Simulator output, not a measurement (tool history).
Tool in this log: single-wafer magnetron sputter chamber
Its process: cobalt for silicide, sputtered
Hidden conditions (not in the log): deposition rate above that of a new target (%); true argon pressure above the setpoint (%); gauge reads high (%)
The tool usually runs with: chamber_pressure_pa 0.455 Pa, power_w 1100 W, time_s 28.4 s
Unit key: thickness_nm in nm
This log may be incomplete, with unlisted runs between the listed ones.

run     day  chamber_pressure_pa  power_w  time_s  wafers since the last listed run  wafers on the sputter target  hours since the last manometer calibration  hours since the magnet pack was replaced  hours since the gauge calibration  read-back reference wafer on the same gauge, thickness_nm  thickness_nm
  1   0.000                0.455     1100    28.4                                 0                          4918                                      1578.9                                    4713.9                             1521.3                                                     12.731        15.074
  2   3.125                0.455     1100    28.4                              1174                          6092                                      1653.9                                    4788.9                             1596.3                                                     12.715        15.088
  3   4.792                0.455     1100    28.4                               626                          6718                                      1693.9                                    4828.9                             1636.3                                                     12.681        15.004
      5.675  -- sputter target and shields replaced
  4   7.817                0.455     1100    28.4                              1011                           805                                      1766.5                                    4901.5                             1708.9                                                     12.693        15.478
  5  10.521                0.349     1100    24.7                              1016                          1821                                      1831.4                                    4966.4                             1773.8                                                     12.706        13.855
  6  12.904                0.349     1100    24.7                               895                          2717                                      1888.6                                    5023.6                             1831.0                                                     12.708        13.688
  7  15.650                0.349     1100    24.7                              1031                          3749                                      1954.5                                    5089.5                             1896.9                                                     12.681        13.573
  8  17.471                0.455     1100    28.4                               684                          4433                                      1998.2                                    5133.2                             1940.6                                                     12.713        15.130
  9  20.904                0.455     1100    28.4                              1290                          5723                                      2080.6                                    5215.6                             2023.0                                                     12.699        15.115
     22.833  -- sputter target and shields replaced
 10  24.429                0.455     1150    30.5                              1199                           599                                      2165.2                                    5300.2                             2107.6                                                     12.706        17.362
 11  26.429                0.455     1150    30.5                               751                          1350                                      2213.2                                    5348.2                             2155.6                                                     12.698        17.228
     28.100  -- gauge calibrated
     30.092  -- magnet pack replaced
 12  30.112                0.455     1150    30.5                              1258                          2609                                      2301.6                                       0.5                               48.3                                                     12.701        17.184
 13  31.412                0.455      900    28.4                               488                          3098                                      2332.8                                      31.7                               79.5                                                     12.715        12.612
 14  34.742                0.455     1150    28.4                              1251                          4349                                      2412.7                                     111.6                              159.4                                                     12.716        15.991
 15  36.962                0.455     1150    28.4                               834                          5183                                      2466.0                                     164.9                              212.7                                                     12.686        15.953
     40.171  -- sputter target and shields replaced
 16  41.004                0.455     1150    30.5                              1393                           312                                      2563.0                                     261.9                              309.7                                                     12.671        17.604
 17  43.433                0.502     1200    26.6                               912                          1225                                      2621.3                                     320.2                              368.0                                                     12.705        15.704
 18  45.100                0.391     1300    24.1                               626                          1851                                      2661.3                                     360.2                              408.0                                                     12.714        15.764
 19  47.296                0.584     1250    28.4                               825                          2676                                      2714.0                                     412.9                              460.7                                                     12.712        16.844
 20  49.200                0.383     1000    28.4                               715                          3392                                      2759.7                                     458.6                              506.4                                                     12.688        14.177
 21  51.254                0.455     1000    23.7                               771                          4164                                      2809.0                                     507.9                              555.7                                                     12.680        11.542
     52.512  -- capacitance manometer re-zeroed and calibrated
 22  53.842                0.455     1100    26.1                               847                          5011                                        31.9                                     570.0                              617.8                                                     12.690        13.959
 23  55.821                0.455      800    30.5                               743                          5755                                        79.4                                     617.5                              665.3                                                     12.687        11.764
 24  57.908                0.624     1300    28.4                               784                          6539                                       129.5                                     667.6                              715.4                                                     12.683        17.021
     58.817  -- sputter target and shields replaced
 25  60.558                0.455     1100    28.4                               870                           654                                       193.1                                     731.2                              779.0                                                     12.702        15.376
 26  63.500                0.455     1100    28.4                              1105                          1759                                       263.7                                     801.8                              849.6                                                     12.689        15.380
 27  65.254                0.555     1050    29.9                               659                          2418                                       305.8                                     843.9                              891.7                                                     12.711        14.977
 28  69.675                0.455      950    31.5                              1661                          4079                                       411.9                                     950.0                              997.8                                                     12.728        14.536
 29  72.579                0.316     1200    28.4                              1091                          5171                                       481.6                                    1019.7                             1067.5                                                     12.720        17.172
 30  76.462                0.455     1100    28.4                              1459                          6630                                       574.8                                    1112.9                             1160.7                                                     12.704        14.923

Alternative continuations, all from the tool just after run 30; predict every row:
  A  76.479                0.455     1100    28.4                                 6                          6636                                       575.2                                    1113.3                             1161.1                                                          ?             ?
  B  76.479                0.307     1250    28.4                                 6                          6636                                       575.2                                    1113.3                             1161.1                                                          ?             ?
  C  76.479                0.349      950    28.4                                 6                          6636                                       575.2                                    1113.3                             1161.1                                                          ?             ?
  D  76.479                0.455     1300    26.7                                 6                          6636                                       575.2                                    1113.3                             1161.1                                                          ?             ?

run  read-back reference wafer on the same gauge, thickness_nm  thickness_nm
  A                                                     12.696        15.050
  B                                                     12.696        17.822
  C                                                     12.696        13.386
  D                                                     12.696        16.722
What these runs would have given with no unlogged condition in the tool:
run  thickness_nm
  A        15.508
  B        18.364
  C        13.794
  D        17.231
